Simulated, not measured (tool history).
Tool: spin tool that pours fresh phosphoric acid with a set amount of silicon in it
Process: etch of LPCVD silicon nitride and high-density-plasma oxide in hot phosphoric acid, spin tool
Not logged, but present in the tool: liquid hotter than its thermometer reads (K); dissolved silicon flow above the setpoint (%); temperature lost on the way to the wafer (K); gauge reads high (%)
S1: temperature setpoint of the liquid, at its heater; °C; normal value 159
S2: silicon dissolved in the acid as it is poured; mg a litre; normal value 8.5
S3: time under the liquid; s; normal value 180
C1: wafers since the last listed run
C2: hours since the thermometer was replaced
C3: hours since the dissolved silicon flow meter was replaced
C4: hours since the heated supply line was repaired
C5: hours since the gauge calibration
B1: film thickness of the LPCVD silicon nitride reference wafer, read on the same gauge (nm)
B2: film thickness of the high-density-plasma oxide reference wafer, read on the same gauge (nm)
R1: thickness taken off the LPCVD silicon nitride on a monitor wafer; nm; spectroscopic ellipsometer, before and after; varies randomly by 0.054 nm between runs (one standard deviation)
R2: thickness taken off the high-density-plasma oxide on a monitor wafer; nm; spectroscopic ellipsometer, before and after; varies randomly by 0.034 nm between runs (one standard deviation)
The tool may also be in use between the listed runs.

run	hour	S1	S2	S3	C1	C2	C3	C4	C5	B1	B2	R1	R2
1	0	159	8.5	180	0	1173.4	770.9	732.6	1521.2	69.99	109.96	16.08	0.396
# hour 23: heated supply line repaired
2	74.8	159	8.5	180	651	1248.2	845.7	51.8	1596	70.01	109.972	16.65	0.495
3	130.7	159	14	230	493	1304.1	901.6	107.7	1651.9	70.01	110.002	21.23	0.531
4	197.1	159	14	230	586	1370.5	968	174.1	1718.3	69.97	110.023	21.17	0.488
5	298.8	159	14	230	898	1472.2	1069.7	275.8	1820	69.97	110.04	21.12	0.461
6	343	159	8.5	95	390	1516.4	1113.9	320	1864.2	70.02	110.021	8.78	0.267
7	415.6	159	8.5	95	641	1589	1186.5	392.6	1936.8	70.01	110.01	8.75	0.259
# hour 436: thermometer replaced
8	466.2	159	8.5	95	438	30.2	1237.1	443.2	1987.4	69.99	110.004	8.49	0.256
9	540.2	156.5	12	180	653	104.2	1311.1	517.2	2061.4	69.97	109.972	14.66	0.297
10	604.6	160	8.5	180	568	168.6	1375.5	581.6	2125.8	70.02	109.969	16.53	0.457
11	689.5	159	8.5	180	749	253.5	1460.4	666.5	2210.7	70	109.997	15.97	0.444
# hour 733.5: heated supply line repaired
12	777.8	157.5	14.5	135	771	341.8	1548.7	44.3	2299	70.01	110.036	11.73	0.268
13	856.6	160.5	14.5	105	696	420.6	1627.5	123.1	2377.8	69.98	110.01	9.96	0.26
14	936.8	161	8.5	255	708	500.8	1707.7	203.3	2458	70.01	109.987	24.59	0.722
15	1009.3	157	4	115	640	573.3	1780.2	275.8	2530.5	70	110.007	9.72	0.29
# hour 1077.6: dissolved silicon flow meter replaced
16	1084.1	162	8.5	180	651	648.1	6.5	350.6	2605.3	69.97	110.008	18.09	0.555
17	1161.2	157.5	15	180	681	725.2	83.6	427.7	2682.4	70.02	109.971	15.47	0.353
# hour 1208.9: gauge calibrated
18	1456.8	159	5.5	280	2611	1020.8	379.2	723.3	247.9	70	109.97	24.89	0.658
# hour 1524.2: heated supply line repaired
19	1535.6	159	8.5	180	687	1099.6	458	11.4	326.7	70.02	110.01	16.75	0.469
20	1638.9	159	8.5	95	912	1202.9	561.3	114.7	430	70.01	110.047	8.77	0.284
21	1691.8	160	10.5	130	467	1255.8	614.2	167.6	482.9	69.97	109.959	12.4	0.408
22	1861.5	159	13	180	1499	1425.5	783.9	337.3	652.6	70.02	109.998	16.55	0.468

3 ways to go on from here, each from the tool as it stands after run 22. What would each give?
A	1862	159	8.5	180	4	1426	784.4	337.8	653.1	?	?	?	?
B	1862	157.5	8.5	180	4	1426	784.4	337.8	653.1	?	?	?	?
C	1862	159	1.5	180	4	1426	784.4	337.8	653.1	?	?	?	?

run	B1	B2	R1	R2
A	69.99	109.99	16.62	0.532
B	69.99	109.99	15.8	0.476
C	69.99	109.99	16.62	0.612
Without the tool's hidden state the same runs would have given:
run	R1	R2
A	16.42	0.518
B	15.61	0.463
C	16.42	0.596

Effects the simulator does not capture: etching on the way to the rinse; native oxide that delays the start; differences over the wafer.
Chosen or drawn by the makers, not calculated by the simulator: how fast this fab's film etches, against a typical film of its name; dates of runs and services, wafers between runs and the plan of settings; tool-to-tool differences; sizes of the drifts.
